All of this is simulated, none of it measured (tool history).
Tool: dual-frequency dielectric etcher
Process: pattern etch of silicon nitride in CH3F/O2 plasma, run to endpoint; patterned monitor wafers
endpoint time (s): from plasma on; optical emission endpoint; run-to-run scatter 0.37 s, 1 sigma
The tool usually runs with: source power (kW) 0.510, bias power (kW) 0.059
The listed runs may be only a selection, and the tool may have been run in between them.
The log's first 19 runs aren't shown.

run      day  source power (kW)  bias power (kW)  incoming incoming film thickness, nm  endpoint time (s)
 20   60.608              0.610            0.052                                  59.4               63.3
      62.025  -- wet clean of the chamber
 21   64.192              0.560            0.049                                  59.2               67.4
 22   66.683              0.510            0.059                                  59.6               67.0
 23   68.500              0.560            0.068                                  59.4               62.8
 24   72.029              0.460            0.046                                  59.4               73.2
      80.817  -- upper electrode replaced
 25   84.754              0.560            0.066                                  59.9               62.4
      89.438  -- wet clean of the chamber
 26   89.458              0.510            0.059                                  59.1               67.4
 27   97.379              0.510            0.059                                  59.5               66.7
 28   99.258              0.410            0.049                                  59.6               74.7
 29  103.058              0.610            0.068                                  59.1               60.0
 30  105.075              0.460            0.049                                  59.6               71.6
 31  107.400              0.510            0.059                                  59.0               65.4
 32  110.212              0.560            0.064                                  59.2               61.9
 33  113.542              0.540            0.054                                  59.5               65.9
 34  115.425              0.400            0.049                                  59.2               73.9

3 options for the next run, each taken on its own from the tool as it stands now. Forecast them:
  A  115.446              0.510            0.054                                  59.6                  ?
  B  115.446              0.510            0.053                                  59.6                  ?
  C  115.446              0.620            0.051                                  59.6                  ?

run  endpoint time (s)
  A               67.3
  B               67.6
  C               63.7
With the hidden condition removed and each run's random variation left untouched, the same runs would have given:
run  endpoint time (s)
  A               69.4
  B               69.7
  C               65.7

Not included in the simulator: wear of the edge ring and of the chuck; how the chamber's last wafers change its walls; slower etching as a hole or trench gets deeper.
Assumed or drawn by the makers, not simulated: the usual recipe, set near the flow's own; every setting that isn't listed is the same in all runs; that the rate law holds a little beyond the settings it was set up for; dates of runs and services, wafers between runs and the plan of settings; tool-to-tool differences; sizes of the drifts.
